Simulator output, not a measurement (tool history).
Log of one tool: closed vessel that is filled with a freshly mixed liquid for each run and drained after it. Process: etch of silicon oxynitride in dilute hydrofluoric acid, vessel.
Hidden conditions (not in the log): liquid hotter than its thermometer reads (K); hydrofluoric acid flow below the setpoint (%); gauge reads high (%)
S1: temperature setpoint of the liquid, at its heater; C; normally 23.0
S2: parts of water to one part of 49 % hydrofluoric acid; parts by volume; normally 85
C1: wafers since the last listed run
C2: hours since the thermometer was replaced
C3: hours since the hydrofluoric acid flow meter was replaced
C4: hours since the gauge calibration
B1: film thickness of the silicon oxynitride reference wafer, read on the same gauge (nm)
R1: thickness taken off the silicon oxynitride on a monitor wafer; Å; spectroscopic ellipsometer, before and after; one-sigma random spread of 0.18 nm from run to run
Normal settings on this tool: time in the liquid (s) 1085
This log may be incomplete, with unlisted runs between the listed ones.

{"run": 1, "hour": 0.0, "S1": 22.0, "S2": 85, "time in the liquid (s)": 1085, "C1": 0, "C2": 1814.2, "C3": 793.5, "C4": 375.4, "B1": 100.0, "R1": 444.9}
{"run": 2, "hour": 52.2, "S1": 23.0, "S2": 85, "time in the liquid (s)": 1085, "C1": 2907, "C2": 1866.4, "C3": 845.7, "C4": 427.6, "B1": 99.99, "R1": 464.1}
{"run": 3, "hour": 145.1, "S1": 23.0, "S2": 85, "time in the liquid (s)": 1085, "C1": 5173, "C2": 1959.3, "C3": 938.6, "C4": 520.5, "B1": 100.01, "R1": 464.5}
{"run": 4, "hour": 200.2, "S1": 23.0, "S2": 85, "time in the liquid (s)": 1085, "C1": 3068, "C2": 2014.4, "C3": 993.7, "C4": 575.6, "B1": 99.98, "R1": 462.9}
{"run": 5, "hour": 267.6, "S1": 23.0, "S2": 85, "time in the liquid (s)": 1085, "C1": 3753, "C2": 2081.8, "C3": 1061.1, "C4": 643.0, "B1": 100.05, "R1": 461.7}
{"run": 6, "hour": 366.2, "S1": 23.0, "S2": 85, "time in the liquid (s)": 1085, "C1": 5491, "C2": 2180.4, "C3": 1159.7, "C4": 741.6, "B1": 99.98, "R1": 463.9}
{"run": 7, "hour": 570.0, "S1": 23.0, "S2": 110, "time in the liquid (s)": 1510, "C1": 11350, "C2": 2384.2, "C3": 1363.5, "C4": 945.4, "B1": 100.02, "R1": 487.3}
{"run": 8, "hour": 662.0, "S1": 23.0, "S2": 110, "time in the liquid (s)": 1510, "C1": 5123, "C2": 2476.2, "C3": 1455.5, "C4": 1037.4, "B1": 100.0, "R1": 483.0}
{"run": 9, "hour": 728.5, "S1": 23.0, "S2": 85, "time in the liquid (s)": 1085, "C1": 3703, "C2": 2542.7, "C3": 1522.0, "C4": 1103.9, "B1": 99.93, "R1": 458.9}
{"hour": 790.6, "done": "thermometer replaced"}
{"run": 10, "hour": 815.8, "S1": 27.5, "S2": 115, "time in the liquid (s)": 635, "C1": 4806, "C2": 25.2, "C3": 1609.3, "C4": 1191.2, "B1": 99.96, "R1": 235.9}

Expected results for the next run?
{"run": 11, "hour": 861.8, "S1": 26.0, "S2": 55, "time in the liquid (s)": 470, "C1": 2561, "C2": 71.2, "C3": 1655.3, "C4": 1237.2, "B1": "?", "R1": "?"}

For run 11 the tool returned B1 100.07, R1 364.0 Å.
Had the tool carried no hidden state, the very same run would have given R1 374.5 Å.
